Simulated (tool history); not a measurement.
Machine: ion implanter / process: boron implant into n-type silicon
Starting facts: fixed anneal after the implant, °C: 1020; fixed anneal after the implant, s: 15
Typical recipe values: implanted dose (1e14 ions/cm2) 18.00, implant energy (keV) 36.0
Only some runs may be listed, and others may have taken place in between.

run    hour  implanted dose (1e14 ions/cm2)  implant energy (keV)  read-back reference wafer on the same gauge, sheet resistance  sheet resistance of the implanted and annealed layer (ohm/square)
  1     0.0                           18.00                  36.0                                                          66.88                                                              74.40
        4.4  -- Faraday cup replaced and dose calibrated
  2    49.1                           18.00                  36.0                                                          66.93                                                              72.89
  3   105.7                           18.00                  36.0                                                          66.90                                                              72.71
  4   148.8                           18.00                  36.0                                                          66.82                                                              73.55
  5   222.1                           18.00                  36.0                                                          66.86                                                              73.81
  6   270.2                           14.90                  36.0                                                          66.99                                                              85.22
  7   374.6                           14.90                  36.0                                                          66.86                                                              85.77
  8   430.6                           15.33                  33.0                                                          66.99                                                              84.37
  9   497.0                           18.00                  36.0                                                          66.94                                                              73.98
 10   554.8                           18.00                  36.0                                                          66.81                                                              74.10
 11   636.0                           16.04                  44.5                                                          66.90                                                              79.88
 12   730.3                           18.00                  36.0                                                          66.89                                                              73.94
 13   836.5                           18.00                  36.0                                                          66.85                                                              73.77
      888.6  -- Faraday cup replaced and dose calibrated
 14   895.7                           18.00                  36.0                                                          66.98                                                              70.33
 15   995.0                           18.00                  36.0                                                          66.84                                                              70.41
 16  1037.4                           18.00                  36.0                                                          66.80                                                              70.57
 17  1105.1                           18.00                  24.0                                                          66.96                                                              75.11

What does the tool deliver on the next run?
 18  1157.6                           21.30                  30.5                                                              ?                                                                  ?

Run 18 measured read-back reference wafer on the same gauge, sheet resistance 66.84, sheet resistance of the implanted and annealed layer (ohm/square) 64.29.
With no hidden state in the tool, this same run would have given sheet resistance of the implanted and annealed layer (ohm/square) 65.62.
